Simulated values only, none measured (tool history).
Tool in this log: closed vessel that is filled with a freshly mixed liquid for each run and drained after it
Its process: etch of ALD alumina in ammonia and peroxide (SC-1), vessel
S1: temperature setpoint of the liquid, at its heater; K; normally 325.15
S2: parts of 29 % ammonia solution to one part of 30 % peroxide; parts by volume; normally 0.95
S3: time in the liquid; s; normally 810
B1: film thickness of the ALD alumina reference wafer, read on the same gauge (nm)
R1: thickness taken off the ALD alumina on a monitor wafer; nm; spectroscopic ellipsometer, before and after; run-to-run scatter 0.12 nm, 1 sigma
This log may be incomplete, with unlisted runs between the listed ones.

run 1 day=0 | S1=325.15 S2=0.95 S3=810 | B1=70.01 | R1=49.08
run 2 day=2.246 | S1=325.15 S2=0.95 S3=810 | B1=70.01 | R1=49.04
run 3 day=5.058 | S1=329.65 S2=1.2 S3=810 | B1=69.98 | R1=63.73
-- day=5.954 new drum of ammonia solution connected
run 4 day=7.879 | S1=329.65 S2=1.2 S3=810 | B1=70.01 | R1=63.47
run 5 day=9.45 | S1=329.65 S2=1.2 S3=810 | B1=69.99 | R1=64.02
run 6 day=11.208 | S1=325.15 S2=0.95 S3=810 | B1=70.01 | R1=49.21
run 7 day=12.833 | S1=325.15 S2=0.95 S3=810 | B1=69.99 | R1=49
run 8 day=16.825 | S1=325.15 S2=0.95 S3=1105 | B1=69.99 | R1=67.04
run 9 day=20.471 | S1=325.15 S2=1.15 S3=810 | B1=69.99 | R1=50.06
-- day=22.717 new drum of ammonia solution connected
run 10 day=24.129 | S1=325.15 S2=0.95 S3=810 | B1=69.99 | R1=49.33
run 11 day=26.925 | S1=329.65 S2=0.95 S3=810 | B1=70 | R1=62.96
-- day=28.292 gauge calibrated
run 12 day=28.538 | S1=329.65 S2=0.95 S3=810 | B1=69.99 | R1=62.66
run 13 day=30.908 | S1=329.65 S2=0.95 S3=810 | B1=70.01 | R1=62.57
run 14 day=33.4 | S1=325.15 S2=0.95 S3=810 | B1=70 | R1=49.33
-- day=35.45 thermometer replaced
run 15 day=36.779 | S1=325.15 S2=0.95 S3=810 | B1=69.99 | R1=48.31
-- day=38.404 new drum of ammonia solution connected
-- day=38.892 ammonia flow meter replaced
run 16 day=40.888 | S1=329.65 S2=0.95 S3=810 | B1=70 | R1=61.79
run 17 day=42.788 | S1=318.65 S2=1.2 S3=810 | B1=70 | R1=34.81

Expected results for the next run?
run 18 day=46.183 | S1=321.15 S2=0.95 S3=555 | B1=? | R1=?

{"run 18": {"B1": 69.99, "R1": 27}}
Had the tool carried no hidden state, the very same run would have given R1 26.75 nm.
